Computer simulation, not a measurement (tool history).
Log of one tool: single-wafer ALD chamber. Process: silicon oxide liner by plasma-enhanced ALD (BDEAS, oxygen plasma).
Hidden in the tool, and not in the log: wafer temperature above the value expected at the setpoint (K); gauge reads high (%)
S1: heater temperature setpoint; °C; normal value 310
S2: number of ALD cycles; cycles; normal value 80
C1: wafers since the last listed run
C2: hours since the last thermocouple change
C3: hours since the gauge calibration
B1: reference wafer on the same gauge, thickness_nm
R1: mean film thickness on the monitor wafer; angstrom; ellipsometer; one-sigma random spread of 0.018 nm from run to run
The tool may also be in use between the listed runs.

{"run": 1, "hour": 0.0, "S1": 314, "S2": 80, "C1": 0, "C2": 367.6, "C3": 855.9, "B1": 6.851, "R1": 70.93}
{"run": 2, "hour": 66.3, "S1": 314, "S2": 80, "C1": 392, "C2": 433.9, "C3": 922.2, "B1": 6.849, "R1": 70.94}
{"run": 3, "hour": 125.7, "S1": 314, "S2": 80, "C1": 352, "C2": 493.3, "C3": 981.6, "B1": 6.848, "R1": 71.28}
{"run": 4, "hour": 216.5, "S1": 310, "S2": 80, "C1": 538, "C2": 584.1, "C3": 1072.4, "B1": 6.851, "R1": 71.24}
{"run": 5, "hour": 277.0, "S1": 298, "S2": 76, "C1": 358, "C2": 644.6, "C3": 1132.9, "B1": 6.849, "R1": 70.22}
{"run": 6, "hour": 495.7, "S1": 298, "S2": 76, "C1": 1296, "C2": 863.3, "C3": 1351.6, "B1": 6.848, "R1": 70.36}
{"run": 7, "hour": 589.1, "S1": 303, "S2": 80, "C1": 553, "C2": 956.7, "C3": 1445, "B1": 6.85, "R1": 72.89}
{"run": 8, "hour": 661.0, "S1": 310, "S2": 80, "C1": 426, "C2": 1028.6, "C3": 1516.9, "B1": 6.851, "R1": 71.73}
{"run": 9, "hour": 731.4, "S1": 310, "S2": 80, "C1": 417, "C2": 1099, "C3": 1587.3, "B1": 6.851, "R1": 72.12}
{"hour": 844.1, "done": "thermocouple changed; heater temperature recalibrated"}
{"run": 10, "hour": 870.5, "S1": 310, "S2": 80, "C1": 777, "C2": 26.4, "C3": 1726.4, "B1": 6.846, "R1": 71.54}
{"run": 11, "hour": 974.9, "S1": 310, "S2": 80, "C1": 618, "C2": 130.8, "C3": 1830.8, "B1": 6.849, "R1": 71.31}
{"run": 12, "hour": 1067.6, "S1": 310, "S2": 80, "C1": 549, "C2": 223.5, "C3": 1923.5, "B1": 6.849, "R1": 71.49}
{"run": 13, "hour": 1134.0, "S1": 310, "S2": 80, "C1": 393, "C2": 289.9, "C3": 1989.9, "B1": 6.849, "R1": 71.45}
{"run": 14, "hour": 1189.2, "S1": 305, "S2": 71, "C1": 327, "C2": 345.1, "C3": 2045.1, "B1": 6.852, "R1": 64}
{"run": 15, "hour": 1254.3, "S1": 305, "S2": 71, "C1": 385, "C2": 410.2, "C3": 2110.2, "B1": 6.848, "R1": 64.06}
{"run": 16, "hour": 1342.6, "S1": 310, "S2": 80, "C1": 523, "C2": 498.5, "C3": 2198.5, "B1": 6.853, "R1": 71.57}
{"run": 17, "hour": 1400.5, "S1": 302, "S2": 92, "C1": 343, "C2": 556.4, "C3": 2256.4, "B1": 6.847, "R1": 83.49}
{"hour": 1410.3, "done": "gauge calibrated"}
{"run": 18, "hour": 1466.7, "S1": 301, "S2": 92, "C1": 392, "C2": 622.6, "C3": 56.4, "B1": 6.846, "R1": 83.67}
{"run": 19, "hour": 1556.3, "S1": 304, "S2": 88, "C1": 531, "C2": 712.2, "C3": 146, "B1": 6.853, "R1": 79.65}
{"run": 20, "hour": 1623.8, "S1": 310, "S2": 67, "C1": 400, "C2": 779.7, "C3": 213.5, "B1": 6.846, "R1": 60.03}
{"run": 21, "hour": 1722.6, "S1": 324, "S2": 80, "C1": 585, "C2": 878.5, "C3": 312.3, "B1": 6.854, "R1": 70.1}
{"run": 22, "hour": 1825.5, "S1": 310, "S2": 80, "C1": 609, "C2": 981.4, "C3": 415.2, "B1": 6.852, "R1": 71.79}
{"run": 23, "hour": 1877.9, "S1": 318, "S2": 85, "C1": 310, "C2": 1033.8, "C3": 467.6, "B1": 6.849, "R1": 75.45}
{"run": 24, "hour": 1969.6, "S1": 296, "S2": 87, "C1": 543, "C2": 1125.5, "C3": 559.3, "B1": 6.846, "R1": 81.82}
{"hour": 1991.4, "done": "thermocouple changed; heater temperature recalibrated"}
{"run": 25, "hour": 2066.0, "S1": 298, "S2": 93, "C1": 523, "C2": 74.6, "C3": 655.7, "B1": 6.855, "R1": 85.06}
{"run": 26, "hour": 2106.1, "S1": 310, "S2": 91, "C1": 237, "C2": 114.7, "C3": 695.8, "B1": 6.852, "R1": 81.2}
{"run": 27, "hour": 2170.8, "S1": 310, "S2": 68, "C1": 383, "C2": 179.4, "C3": 760.5, "B1": 6.845, "R1": 60.82}

Here are 3 independent what-if runs from the current tool condition. What would each one return?
{"run": "A", "hour": 2171.3, "S1": 310, "S2": 80, "C1": 2, "C2": 179.9, "C3": 761, "B1": "?", "R1": "?"}
{"run": "B", "hour": 2171.3, "S1": 310, "S2": 73, "C1": 2, "C2": 179.9, "C3": 761, "B1": "?", "R1": "?"}
{"run": "C", "hour": 2171.3, "S1": 318, "S2": 94, "C1": 2, "C2": 179.9, "C3": 761, "B1": "?", "R1": "?"}

run=A B1=6.851 R1=71.56
run=B B1=6.851 R1=65.3
run=C B1=6.851 R1=82.99
Stripped of hidden state, with their random variation kept, the same runs would have yielded:
run=A R1=71.54
run=B R1=65.28
run=C R1=82.97
